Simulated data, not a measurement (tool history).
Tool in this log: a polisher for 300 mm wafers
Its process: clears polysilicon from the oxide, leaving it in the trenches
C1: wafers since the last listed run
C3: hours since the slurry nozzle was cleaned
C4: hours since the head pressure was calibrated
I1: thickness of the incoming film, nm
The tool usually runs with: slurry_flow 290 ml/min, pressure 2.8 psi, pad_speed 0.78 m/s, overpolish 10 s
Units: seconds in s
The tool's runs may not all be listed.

Run 1, day 0: usual settings; C1 0; wafers polished on this pad 430; C3 387.9; C4 789.8; I1 635.9. Result: seconds 39.4 s.
Run 2, day 0.746: usual settings; C1 116; wafers polished on this pad 546; C3 405.8; C4 807.7; I1 638.3. Result: seconds 40.1 s.
At day 1.296: worn pad replaced by a new one.
Run 3, day 1.492: usual settings; C1 90; wafers polished on this pad 30; C3 423.7; C4 825.6; I1 629.4. Result: seconds 39.4 s.
Run 4, day 1.742: usual settings; C1 38; wafers polished on this pad 69; C3 429.7; C4 831.6; I1 625.1. Result: seconds 39.5 s.
Run 5, day 2.342: usual settings but pad_speed 0.88 m/s; C1 93; wafers polished on this pad 162; C3 444.1; C4 846; I1 635.4. Result: seconds 34.7 s.
Run 6, day 2.817: usual settings but pad_speed 0.88 m/s; C1 73; wafers polished on this pad 236; C3 455.5; C4 857.4; I1 628.9. Result: seconds 35.2 s.
Run 7, day 3.804: usual settings but slurry_flow 250 ml/min, pad_speed 0.88 m/s; C1 153; wafers polished on this pad 390; C3 479.2; C4 881.1; I1 637.9. Result: seconds 36 s.
At day 4.221: slurry nozzle cleaned.
Run 8, day 4.525: usual settings but slurry_flow 250 ml/min, pad_speed 0.88 m/s; C1 105; wafers polished on this pad 495; C3 7.3; C4 898.4; I1 631.9. Result: seconds 36.1 s.
Run 9, day 4.825: usual settings but slurry_flow 250 ml/min, pad_speed 0.88 m/s; C1 46; wafers polished on this pad 542; C3 14.5; C4 905.6; I1 638.4. Result: seconds 36.7 s.
At day 5.317: worn pad replaced by a new one.
Run 10, day 5.479: usual settings; C1 75; wafers polished on this pad 25; C3 30.2; C4 921.3; I1 634.5. Result: seconds 40.3 s.
At day 5.742: head pressure recalibrated.
Run 11, day 6.121: usual settings; C1 86; wafers polished on this pad 112; C3 45.6; C4 9.1; I1 624.5. Result: seconds 38.5 s.
Run 12, day 6.788: usual settings but pad_speed 0.62 m/s; C1 103; wafers polished on this pad 216; C3 61.6; C4 25.1; I1 628.3. Result: seconds 49.4 s.

For run 13, what comes out?
Run 13, day 7.217: usual settings but slurry_flow 235 ml/min; C1 66; wafers polished on this pad 283; C3 71.9; C4 35.4; I1 628.6. Result: seconds ?.

Run 13 yielded seconds 40.4 s.
On a tool with no hidden condition, and with the same random variation, this run would have come out at seconds 40.4 s.
